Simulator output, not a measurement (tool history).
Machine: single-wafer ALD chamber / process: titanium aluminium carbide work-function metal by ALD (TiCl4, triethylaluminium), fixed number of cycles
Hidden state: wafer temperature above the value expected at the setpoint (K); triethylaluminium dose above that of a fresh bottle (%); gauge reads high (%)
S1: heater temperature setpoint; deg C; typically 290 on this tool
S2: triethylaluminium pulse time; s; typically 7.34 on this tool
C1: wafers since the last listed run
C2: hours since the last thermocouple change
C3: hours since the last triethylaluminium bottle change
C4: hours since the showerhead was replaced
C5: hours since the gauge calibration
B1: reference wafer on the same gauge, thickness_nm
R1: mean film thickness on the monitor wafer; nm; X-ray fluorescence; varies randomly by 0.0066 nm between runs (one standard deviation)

Run 1, hour 0.0: usual settings but S1 285 deg C; C1 0; C2 1271.2; C3 70.7; C4 4974.2; C5 441.0; B1 2.010. Result: R1 1.824 nm.
Run 2, hour 42.5: usual settings; C1 415; C2 1313.7; C3 113.2; C4 5016.7; C5 483.5; B1 2.009. Result: R1 1.872 nm.
Run 3, hour 76.4: usual settings; C1 331; C2 1347.6; C3 147.1; C4 5050.6; C5 517.4; B1 2.010. Result: R1 1.865 nm.
Run 4, hour 121.0: usual settings; C1 435; C2 1392.2; C3 191.7; C4 5095.2; C5 562.0; B1 2.010. Result: R1 1.862 nm.
Run 5, hour 329.0: usual settings but S1 281 deg C; C1 2033; C2 1600.2; C3 399.7; C4 5303.2; C5 770.0; B1 2.010. Result: R1 1.781 nm.
At hour 434.8: triethylaluminium bottle replaced.
Run 6, hour 486.7: usual settings but S2 5.75 s; C1 1463; C2 1757.9; C3 51.9; C4 5460.9; C5 927.7; B1 2.010. Result: R1 1.755 nm.
At hour 532.3: showerhead replaced.
Run 7, hour 532.8: usual settings; C1 372; C2 1804.0; C3 98.0; C4 0.5; C5 973.8; B1 2.011. Result: R1 1.873 nm.
At hour 551.9: thermocouple changed; heater temperature recalibrated.
Run 8, hour 589.7: usual settings; C1 478; C2 37.8; C3 154.9; C4 57.4; C5 1030.7; B1 2.010. Result: R1 1.832 nm.
Run 9, hour 629.9: usual settings but S2 9.20 s; C1 392; C2 78.0; C3 195.1; C4 97.6; C5 1070.9; B1 2.011. Result: R1 1.919 nm.
Run 10, hour 686.8: usual settings but S2 9.20 s; C1 556; C2 134.9; C3 252.0; C4 154.5; C5 1127.8; B1 2.009. Result: R1 1.927 nm.
Run 11, hour 751.8: usual settings but S1 300 deg C, S2 8.02 s; C1 635; C2 199.9; C3 317.0; C4 219.5; C5 1192.8; B1 2.012. Result: R1 1.932 nm.
At hour 757.7: gauge calibrated.
Run 12, hour 793.5: usual settings but S1 300 deg C, S2 8.02 s; C1 407; C2 241.6; C3 358.7; C4 261.2; C5 35.8; B1 2.010. Result: R1 1.939 nm.
Run 13, hour 861.0: usual settings; C1 659; C2 309.1; C3 426.2; C4 328.7; C5 103.3; B1 2.008. Result: R1 1.824 nm.
Run 14, hour 900.9: usual settings but S1 283 deg C; C1 390; C2 349.0; C3 466.1; C4 368.6; C5 143.2; B1 2.009. Result: R1 1.759 nm.
At hour 943.6: triethylaluminium bottle replaced.
Run 15, hour 962.6: usual settings but S2 5.50 s; C1 524; C2 410.7; C3 19.0; C4 430.3; C5 204.9; B1 2.009. Result: R1 1.692 nm.

For run 16, what comes out?
Run 16, hour 1022.1: usual settings but S1 284 deg C, S2 9.31 s; C1 581; C2 470.2; C3 78.5; C4 489.8; C5 264.4; B1 ?. Result: R1 ?.

Run 16 produced B1 2.011, R1 1.901 nm.
On a tool with no hidden condition, and with the same random variation, this run would have come out at R1 1.899 nm.
